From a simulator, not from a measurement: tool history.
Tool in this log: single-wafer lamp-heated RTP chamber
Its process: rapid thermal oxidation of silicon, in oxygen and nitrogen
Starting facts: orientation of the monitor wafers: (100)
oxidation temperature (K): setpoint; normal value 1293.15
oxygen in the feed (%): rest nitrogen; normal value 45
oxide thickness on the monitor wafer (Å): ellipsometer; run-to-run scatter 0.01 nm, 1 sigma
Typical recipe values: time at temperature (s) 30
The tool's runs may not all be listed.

run   hour  oxidation temperature (K)  time at temperature (s)  oxygen in the feed (%)  wafers since the last listed run  wafers since the last pyrometer calibration  hours since the oxygen flow controller was replaced  hours since the gauge calibration  read-back reference wafer on the same gauge, thickness  oxide thickness on the monitor wafer (Å)
  1      0                    1293.15                       30                      29                                 0                                         1459                                               2587.5                              277.3                                                   5.198                                     39.42
  2     33                    1293.15                       30                      29                               438                                         1898                                               2620.5                              310.3                                                   5.191                                     39.54
  3   56.2                    1293.15                       30                      45                               308                                         2206                                               2643.7                              333.5                                                   5.193                                     44.92
  4   80.1                    1293.15                       30                      45                               317                                         2524                                               2667.6                              357.4                                                   5.194                                     45.09
  5  110.4                    1293.15                       30                      45                               402                                         2927                                               2697.9                              387.7                                                    5.19                                     45.01
  6  137.8                    1293.15                       30                      45                               364                                         3291                                               2725.3                              415.1                                                   5.191                                     45.19
  7  152.1                    1293.15                       30                      45                               190                                         3481                                               2739.6                              429.4                                                   5.196                                      45.1
  8  167.8                    1293.15                       30                      45                               208                                         3690                                               2755.3                              445.1                                                   5.188                                     45.05
  9  185.5                    1293.15                       19                      45                               235                                         3925                                                 2773                              462.8                                                   5.189                                     38.13
 10  210.7                    1293.15                       19                      45                               334                                         4260                                               2798.2                                488                                                   5.191                                     38.08
 11  223.3                    1293.15                       30                      45                               167                                         4427                                               2810.8                              500.6                                                   5.191                                     44.89
 12    241                    1293.15                       30                      45                               235                                         4663                                               2828.5                              518.3                                                   5.192                                     45.31
     282.9  -- oxygen flow controller replaced
 13  299.2                    1293.15                       30                      45                               667                                         5330                                                 16.3                              576.5                                                   5.187                                     45.13
 14  321.2                    1276.15                       30                      45                               292                                         5622                                                 38.3                              598.5                                                   5.185                                     40.61
     331.6  -- gauge calibrated
 15  353.4                    1293.15                       30                      75                               428                                         6050                                                 70.5                               21.8                                                   5.193                                     53.31
 16  373.9                    1293.15                       30                      69                               272                                         6323                                                   91                               42.3                                                   5.194                                     51.48
 17  406.5                    1293.15                       30                      45                               433                                         6756                                                123.6                               74.9                                                   5.192                                      45.2
 18  420.2                    1279.15                       30                      67                               182                                         6938                                                137.3                               88.6                                                   5.185                                     46.89
     437.4  -- pyrometer window cleaned and pyrometer calibrated
 19  448.1                    1316.15                       19                      21                               264                                          141                                                165.2                              116.5                                                   5.187                                     35.55
 20  464.1                    1293.15                       30                      75                               212                                          354                                                181.2                              132.5                                                   5.192                                     53.95
 21  496.6                    1293.15                       30                      45                               431                                          786                                                213.7                                165                                                   5.194                                     45.65
 22  517.9                    1281.15                       30                      27                               283                                         1069                                                  235                              186.3                                                   5.189                                     36.89

Expected results for the next run?
 23  561.5                    1264.15                       23                      21                               579                                         1649                                                278.6                              229.9                                                       ?                                         ?

Run 23 produced read-back reference wafer on the same gauge, thickness 5.195, oxide thickness on the monitor wafer (Å) 30.11.
Minus the tool's unlogged condition, the same run would have read oxide thickness on the monitor wafer (Å) 29.7.
